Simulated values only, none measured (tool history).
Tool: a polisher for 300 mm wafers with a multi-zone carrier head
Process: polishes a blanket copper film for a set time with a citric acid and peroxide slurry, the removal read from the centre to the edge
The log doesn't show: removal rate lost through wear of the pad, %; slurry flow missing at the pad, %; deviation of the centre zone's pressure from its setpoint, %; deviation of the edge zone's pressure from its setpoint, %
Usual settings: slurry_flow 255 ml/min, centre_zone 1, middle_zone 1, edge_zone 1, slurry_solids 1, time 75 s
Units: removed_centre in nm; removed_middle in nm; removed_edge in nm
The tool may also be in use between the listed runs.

| run | hour | slurry_flow | centre_zone | middle_zone | edge_zone | slurry_solids | time | wafers since the last listed run | wafers polished on this pad | hours since the slurry nozzle was cleaned | hours since the centre zone pressure was calibrated | hours since the edge zone pressure was calibrated | hours since the carrier head's membrane was replaced | incoming thickness of the incoming film, nm | removed_centre | removed_middle | removed_edge |
|---|---|---|---|---|---|---|---|---|---|---|---|---|---|---|---|---|---|
| 1 | 0 | 255 | 1 | 1 | 1 | 1 | 75 | 0 | 114 | 630.8 | 1189.7 | 1469.7 | 1957.2 | 1210.6 | 152.1 | 158.5 | 155.8 |
| 2 | 11.3 | 255 | 1 | 1 | 1.08 | 1 | 75 | 72 | 186 | 642.1 | 1201 | 1481 | 1968.5 | 1213.9 | 151.1 | 156.8 | 162.4 |
| 3 | 28 | 185 | 1 | 1 | 1 | 1 | 75 | 106 | 293 | 658.8 | 1217.7 | 1497.7 | 1985.2 | 1230.8 | 138.2 | 141.5 | 146.5 |
| 4 | 44.4 | 185 | 1 | 1 | 1 | 1 | 75 | 104 | 397 | 675.2 | 1234.1 | 1514.1 | 2001.6 | 1211.8 | 137 | 141 | 146.2 |
| 5 | 52 | 255 | 1 | 1 | 1 | 1.1 | 75 | 48 | 446 | 682.8 | 1241.7 | 1521.7 | 2009.2 | 1204.3 | 150.4 | 151.7 | 158 |
| 6 | 64.2 | 255 | 1 | 1 | 1 | 1.1 | 75 | 77 | 524 | 695 | 1253.9 | 1533.9 | 2021.4 | 1208.6 | 149.7 | 153.6 | 155.7 |
|  | 75.8 | carrier head's membrane replaced by a new one |
| 7 | 76.3 | 255 | 1 | 1 | 0.93 | 1 | 75 | 45 | 569 | 707.1 | 1266 | 1546 | 0.5 | 1194.9 | 147.5 | 150.5 | 145.3 |
| 8 | 89.8 | 255 | 1.03 | 1 | 1 | 1 | 75 | 86 | 655 | 720.6 | 1279.5 | 1559.5 | 14 | 1209.6 | 150.9 | 148.9 | 151.6 |
|  | 97.3 | edge zone pressure recalibrated |
| 9 | 98.9 | 255 | 1 | 1 | 1.11 | 1.2 | 75 | 45 | 701 | 729.7 | 1288.6 | 1.6 | 23.1 | 1215.7 | 150.3 | 150.5 | 165.6 |
|  | 114.7 | worn pad replaced by a new one |
| 10 | 138 | 255 | 1 | 1 | 1 | 1.1 | 75 | 224 | 149 | 768.8 | 1327.7 | 40.7 | 62.2 | 1196.1 | 150.6 | 154 | 156.1 |
|  | 148.5 | slurry nozzle cleaned |
| 11 | 149.4 | 315 | 0.92 | 1 | 1 | 1 | 62 | 66 | 215 | 0.9 | 1339.1 | 52.1 | 73.6 | 1225.5 | 123.2 | 132.2 | 136 |
|  | 158 | centre zone pressure recalibrated |
| 12 | 163.6 | 255 | 1 | 1 | 1 | 1 | 87 | 77 | 293 | 15.1 | 5.6 | 66.3 | 87.8 | 1204.3 | 181.1 | 186.3 | 185 |
| 13 | 172.3 | 255 | 1 | 1 | 1 | 1 | 75 | 55 | 348 | 23.8 | 14.3 | 75 | 96.5 | 1206.6 | 157.4 | 160.1 | 160.6 |
| 14 | 203.5 | 255 | 1.11 | 1.09 | 1 | 1 | 75 | 199 | 548 | 55 | 45.5 | 106.2 | 127.7 | 1207.3 | 173.4 | 168.9 | 155.2 |
| 15 | 219.4 | 255 | 1 | 1 | 1 | 0.7 | 75 | 101 | 649 | 70.9 | 61.4 | 122.1 | 143.6 | 1195.7 | 145.3 | 148.2 | 144.8 |

5 ways to go on from here, each from the tool as it stands after run 15. What would each give?
| A | 219.9 | 255 | 1 | 1 | 1 | 1 | 75 | 3 | 653 | 71.4 | 61.9 | 122.6 | 144.1 | 1203.5 | ? | ? | ? |
| B | 219.9 | 225 | 1 | 1 | 1 | 0.75 | 64 | 3 | 653 | 71.4 | 61.9 | 122.6 | 144.1 | 1203.5 | ? | ? | ? |
| C | 219.9 | 255 | 1.04 | 1.05 | 0.89 | 1 | 52 | 3 | 653 | 71.4 | 61.9 | 122.6 | 144.1 | 1203.5 | ? | ? | ? |
| D | 219.9 | 315 | 1 | 1 | 1 | 1 | 75 | 3 | 653 | 71.4 | 61.9 | 122.6 | 144.1 | 1203.5 | ? | ? | ? |
| E | 219.9 | 340 | 1 | 1.07 | 1 | 1.1 | 75 | 3 | 653 | 71.4 | 61.9 | 122.6 | 144.1 | 1203.5 | ? | ? | ? |

| run | removed_centre | removed_middle | removed_edge |
|---|---|---|---|
| A | 154.8 | 154.9 | 156 |
| B | 122.7 | 123 | 124.5 |
| C | 111.7 | 111.7 | 102.3 |
| D | 159.1 | 158.7 | 158.9 |
| E | 163.5 | 172.2 | 162.7 |
Without the tool's hidden state the same runs would have given:
| run | removed_centre | removed_middle | removed_edge |
|---|---|---|---|
| A | 161.4 | 161.4 | 162.3 |
| B | 128.1 | 128.3 | 129.6 |
| C | 116.5 | 116.5 | 106.5 |
| D | 165.7 | 165.2 | 165.3 |
| E | 170.2 | 179.2 | 169.1 |

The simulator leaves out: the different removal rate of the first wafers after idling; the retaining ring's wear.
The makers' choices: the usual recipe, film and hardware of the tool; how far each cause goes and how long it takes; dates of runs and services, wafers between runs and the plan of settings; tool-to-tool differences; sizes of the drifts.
